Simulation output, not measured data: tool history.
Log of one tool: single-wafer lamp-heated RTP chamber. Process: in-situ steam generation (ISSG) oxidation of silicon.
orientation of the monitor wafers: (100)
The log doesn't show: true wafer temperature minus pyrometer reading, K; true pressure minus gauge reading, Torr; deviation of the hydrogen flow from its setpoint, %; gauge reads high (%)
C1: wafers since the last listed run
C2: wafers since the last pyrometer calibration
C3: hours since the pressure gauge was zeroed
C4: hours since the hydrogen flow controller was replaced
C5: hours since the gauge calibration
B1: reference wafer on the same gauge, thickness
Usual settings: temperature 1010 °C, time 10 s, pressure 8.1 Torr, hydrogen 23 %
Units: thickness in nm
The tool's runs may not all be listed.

{"run": 1, "hour": 0.0, "temperature": 1010, "time": 10, "pressure": 8.1, "hydrogen": 23, "C1": 0, "C2": 3204, "C3": 3057.5, "C4": 2327.1, "C5": 492.3, "B1": 4.006, "thickness": 3.777}
{"run": 2, "hour": 17.4, "temperature": 1010, "time": 10, "pressure": 8.1, "hydrogen": 23, "C1": 314, "C2": 3519, "C3": 3074.9, "C4": 2344.5, "C5": 509.7, "B1": 4.009, "thickness": 3.788}
{"run": 3, "hour": 44.7, "temperature": 1010, "time": 10, "pressure": 8.1, "hydrogen": 28, "C1": 494, "C2": 4013, "C3": 3102.2, "C4": 2371.8, "C5": 537, "B1": 4.007, "thickness": 3.95}
{"run": 4, "hour": 69.6, "temperature": 1010, "time": 10, "pressure": 8.1, "hydrogen": 23, "C1": 450, "C2": 4463, "C3": 3127.1, "C4": 2396.7, "C5": 561.9, "B1": 4.015, "thickness": 3.775}
{"hour": 80.6, "done": "pyrometer window cleaned and pyrometer calibrated"}
{"run": 5, "hour": 85.5, "temperature": 1010, "time": 10, "pressure": 8.1, "hydrogen": 23, "C1": 142, "C2": 89, "C3": 3143, "C4": 2412.6, "C5": 577.8, "B1": 4.014, "thickness": 3.779}
{"run": 6, "hour": 116.9, "temperature": 1010, "time": 10, "pressure": 8.1, "hydrogen": 23, "C1": 568, "C2": 657, "C3": 3174.4, "C4": 2444, "C5": 609.2, "B1": 4.011, "thickness": 3.783}
{"run": 7, "hour": 147.8, "temperature": 1010, "time": 10, "pressure": 8.1, "hydrogen": 23, "C1": 559, "C2": 1216, "C3": 3205.3, "C4": 2474.9, "C5": 640.1, "B1": 4.009, "thickness": 3.741}
{"run": 8, "hour": 170.4, "temperature": 1010, "time": 10, "pressure": 8.1, "hydrogen": 23, "C1": 408, "C2": 1625, "C3": 3227.9, "C4": 2497.5, "C5": 662.7, "B1": 4.008, "thickness": 3.76}
{"run": 9, "hour": 182.6, "temperature": 1025, "time": 11, "pressure": 8.1, "hydrogen": 23, "C1": 220, "C2": 1846, "C3": 3240.1, "C4": 2509.7, "C5": 674.9, "B1": 4.01, "thickness": 4.168}
{"run": 10, "hour": 207.5, "temperature": 1010, "time": 10, "pressure": 7.5, "hydrogen": 31, "C1": 450, "C2": 2297, "C3": 3265, "C4": 2534.6, "C5": 699.8, "B1": 3.999, "thickness": 4.132}
{"run": 11, "hour": 243.3, "temperature": 1010, "time": 10, "pressure": 8.1, "hydrogen": 28, "C1": 647, "C2": 2945, "C3": 3300.8, "C4": 2570.4, "C5": 735.6, "B1": 4.009, "thickness": 3.972}
{"run": 12, "hour": 265.0, "temperature": 1010, "time": 10, "pressure": 8.1, "hydrogen": 19, "C1": 392, "C2": 3337, "C3": 3322.5, "C4": 2592.1, "C5": 757.3, "B1": 4.018, "thickness": 3.601}
{"run": 13, "hour": 286.0, "temperature": 1010, "time": 12, "pressure": 8.1, "hydrogen": 23, "C1": 380, "C2": 3717, "C3": 3343.5, "C4": 2613.1, "C5": 778.3, "B1": 4.004, "thickness": 4.076}
{"run": 14, "hour": 302.1, "temperature": 991, "time": 13, "pressure": 7.3, "hydrogen": 14, "C1": 291, "C2": 4009, "C3": 3359.6, "C4": 2629.2, "C5": 794.4, "B1": 4.008, "thickness": 3.515}
{"hour": 336.9, "done": "pyrometer window cleaned and pyrometer calibrated"}
{"run": 15, "hour": 337.7, "temperature": 1010, "time": 10, "pressure": 8.9, "hydrogen": 13, "C1": 499, "C2": 15, "C3": 3395.2, "C4": 2664.8, "C5": 830, "B1": 4.015, "thickness": 3.264}
{"run": 16, "hour": 370.7, "temperature": 1000, "time": 10, "pressure": 8.1, "hydrogen": 23, "C1": 597, "C2": 612, "C3": 3428.2, "C4": 2697.8, "C5": 863, "B1": 4.009, "thickness": 3.652}
{"hour": 380.3, "done": "hydrogen flow controller replaced"}
{"run": 17, "hour": 404.1, "temperature": 1010, "time": 10, "pressure": 8.1, "hydrogen": 23, "C1": 459, "C2": 1071, "C3": 3461.6, "C4": 23.8, "C5": 896.4, "B1": 4.008, "thickness": 3.771}
{"run": 18, "hour": 437.9, "temperature": 1026, "time": 10, "pressure": 8.1, "hydrogen": 23, "C1": 611, "C2": 1683, "C3": 3495.4, "C4": 57.6, "C5": 930.2, "B1": 4.011, "thickness": 4.002}
{"run": 19, "hour": 470.8, "temperature": 1010, "time": 10, "pressure": 8.1, "hydrogen": 23, "C1": 595, "C2": 2278, "C3": 3528.3, "C4": 90.5, "C5": 963.1, "B1": 4.018, "thickness": 3.771}
{"run": 20, "hour": 484.7, "temperature": 1010, "time": 8, "pressure": 8.1, "hydrogen": 23, "C1": 251, "C2": 2530, "C3": 3542.2, "C4": 104.4, "C5": 977, "B1": 4.009, "thickness": 3.43}

The next listed run, before its measurement:
{"hour": 505.9, "done": "gauge calibrated"}
{"run": 21, "hour": 517.9, "temperature": 1010, "time": 10, "pressure": 8.1, "hydrogen": 23, "C1": 600, "C2": 3131, "C3": 3575.4, "C4": 137.6, "C5": 12, "B1": "?", "thickness": "?"}

B1: 4.014
thickness: 3.781 nm
Without the tool's hidden state the same run would have given thickness 3.781 nm.

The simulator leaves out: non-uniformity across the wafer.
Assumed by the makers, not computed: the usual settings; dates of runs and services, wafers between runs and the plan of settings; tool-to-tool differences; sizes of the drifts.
